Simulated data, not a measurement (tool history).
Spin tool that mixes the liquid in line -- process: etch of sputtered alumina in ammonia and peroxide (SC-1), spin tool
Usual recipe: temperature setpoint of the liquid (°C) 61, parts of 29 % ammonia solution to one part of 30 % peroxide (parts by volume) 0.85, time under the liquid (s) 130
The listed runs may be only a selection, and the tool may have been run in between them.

| run | hour | temperature setpoint of the liquid (°C) | parts of 29 % ammonia solution to one part of 30 % peroxide (parts by volume) | time under the liquid (s) | wafers since the last listed run | hours since the thermometer was replaced | hours since the ammonia flow meter was replaced | hours since the heated supply line was repaired | hours since the drum of ammonia solution was connected | hours since the gauge calibration | read-back film thickness of the sputtered alumina reference wafer, read on the same gauge (nm) | thickness taken off the sputtered alumina on a monitor wafer (nm) |
|---|---|---|---|---|---|---|---|---|---|---|---|---|
| 1 | 0 | 54 | 0.85 | 130 | 0 | 711.8 | 1143.8 | 434.5 | 492.2 | 2831.1 | 80.03 | 12.64 |
| 2 | 53.7 | 68 | 1.2 | 190 | 280 | 765.5 | 1197.5 | 488.2 | 545.9 | 2884.8 | 79.98 | 38.95 |
| 3 | 104.1 | 61 | 0.85 | 155 | 263 | 815.9 | 1247.9 | 538.6 | 596.3 | 2935.2 | 79.94 | 21.69 |
| 4 | 221.5 | 61 | 0.85 | 130 | 614 | 933.3 | 1365.3 | 656 | 713.7 | 3052.6 | 79.98 | 17.98 |
|  | 225.7 | ammonia flow meter replaced |
| 5 | 326 | 56.5 | 0.6 | 130 | 541 | 1037.8 | 100.3 | 760.5 | 818.2 | 3157.1 | 80 | 13.79 |
| 6 | 373.6 | 61 | 0.85 | 130 | 248 | 1085.4 | 147.9 | 808.1 | 865.8 | 3204.7 | 80.02 | 17.86 |
|  | 438.1 | gauge calibrated |
| 7 | 451.6 | 52.5 | 0.85 | 65 | 407 | 1163.4 | 225.9 | 886.1 | 943.8 | 13.5 | 80.01 | 5.72 |
| 8 | 501.8 | 58 | 1.05 | 175 | 262 | 1213.6 | 276.1 | 936.3 | 994 | 63.7 | 80.07 | 20.61 |
|  | 699 | new drum of ammonia solution connected |
| 9 | 809.8 | 61 | 1.2 | 155 | 1605 | 1521.6 | 584.1 | 1244.3 | 110.8 | 371.7 | 80.02 | 21.49 |
|  | 811.6 | thermometer replaced |
| 10 | 849.5 | 63.5 | 0.7 | 130 | 202 | 37.9 | 623.8 | 1284 | 150.5 | 411.4 | 80.02 | 21.19 |
| 11 | 910.2 | 56 | 1.2 | 165 | 317 | 98.6 | 684.5 | 1344.7 | 211.2 | 472.1 | 80.02 | 18.96 |
| 12 | 995.7 | 61 | 1.2 | 130 | 447 | 184.1 | 770 | 1430.2 | 296.7 | 557.6 | 80.01 | 19.11 |
| 13 | 1044.7 | 61 | 0.85 | 150 | 256 | 233.1 | 819 | 1479.2 | 345.7 | 606.6 | 80.06 | 21.74 |
| 14 | 1094 | 61 | 0.85 | 130 | 257 | 282.4 | 868.3 | 1528.5 | 395 | 655.9 | 80.04 | 18.64 |
| 15 | 1175.7 | 61 | 0.75 | 130 | 427 | 364.1 | 950 | 1610.2 | 476.7 | 737.6 | 79.99 | 18.42 |
| 16 | 1221.9 | 61 | 0.85 | 130 | 241 | 410.3 | 996.2 | 1656.4 | 522.9 | 783.8 | 79.96 | 18.61 |
| 17 | 1304.7 | 61 | 0.85 | 130 | 433 | 493.1 | 1079 | 1739.2 | 605.7 | 866.6 | 80.01 | 18.5 |
| 18 | 1363.7 | 57 | 0.85 | 130 | 308 | 552.1 | 1138 | 1798.2 | 664.7 | 925.6 | 79.97 | 15.02 |
| 19 | 1437.7 | 54.5 | 0.65 | 130 | 387 | 626.1 | 1212 | 1872.2 | 738.7 | 999.6 | 80.01 | 12.89 |
| 20 | 1523.8 | 61 | 0.85 | 130 | 450 | 712.2 | 1298.1 | 1958.3 | 824.8 | 1085.7 | 80.04 | 18.33 |
| 21 | 1610.1 | 61 | 0.85 | 130 | 451 | 798.5 | 1384.4 | 2044.6 | 911.1 | 1172 | 79.98 | 18.07 |
|  | 1622.2 | ammonia flow meter replaced |
| 22 | 1664.9 | 61 | 0.5 | 195 | 281 | 853.3 | 42.7 | 2099.4 | 965.9 | 1226.8 | 80.01 | 25.96 |
|  | 1675 | new drum of ammonia solution connected |
| 23 | 1756.4 | 65.5 | 0.85 | 160 | 473 | 944.8 | 134.2 | 2190.9 | 81.4 | 1318.3 | 80.03 | 27.96 |
| 24 | 1863.9 | 69 | 0.85 | 130 | 562 | 1052.3 | 241.7 | 2298.4 | 188.9 | 1425.8 | 80.01 | 26.78 |

Below are 4 alternative next runs, each starting from the tool's condition after run 24. Predict each:
| A | 1864.4 | 61 | 0.85 | 130 | 2 | 1052.8 | 242.2 | 2298.9 | 189.4 | 1426.3 | ? | ? |
| B | 1864.4 | 61 | 0.85 | 205 | 2 | 1052.8 | 242.2 | 2298.9 | 189.4 | 1426.3 | ? | ? |
| C | 1864.4 | 61 | 0.6 | 130 | 2 | 1052.8 | 242.2 | 2298.9 | 189.4 | 1426.3 | ? | ? |
| D | 1864.4 | 53 | 0.85 | 105 | 2 | 1052.8 | 242.2 | 2298.9 | 189.4 | 1426.3 | ? | ? |

| run | read-back film thickness of the sputtered alumina reference wafer, read on the same gauge (nm) | thickness taken off the sputtered alumina on a monitor wafer (nm) |
|---|---|---|
| A | 80.05 | 17.74 |
| B | 80.05 | 27.98 |
| C | 80.05 | 17.17 |
| D | 80.05 | 9.39 |
With no hidden state in the tool, these same runs would have given:
| run | thickness taken off the sputtered alumina on a monitor wafer (nm) |
|---|---|
| A | 18.89 |
| B | 29.78 |
| C | 18.28 |
| D | 10.03 |

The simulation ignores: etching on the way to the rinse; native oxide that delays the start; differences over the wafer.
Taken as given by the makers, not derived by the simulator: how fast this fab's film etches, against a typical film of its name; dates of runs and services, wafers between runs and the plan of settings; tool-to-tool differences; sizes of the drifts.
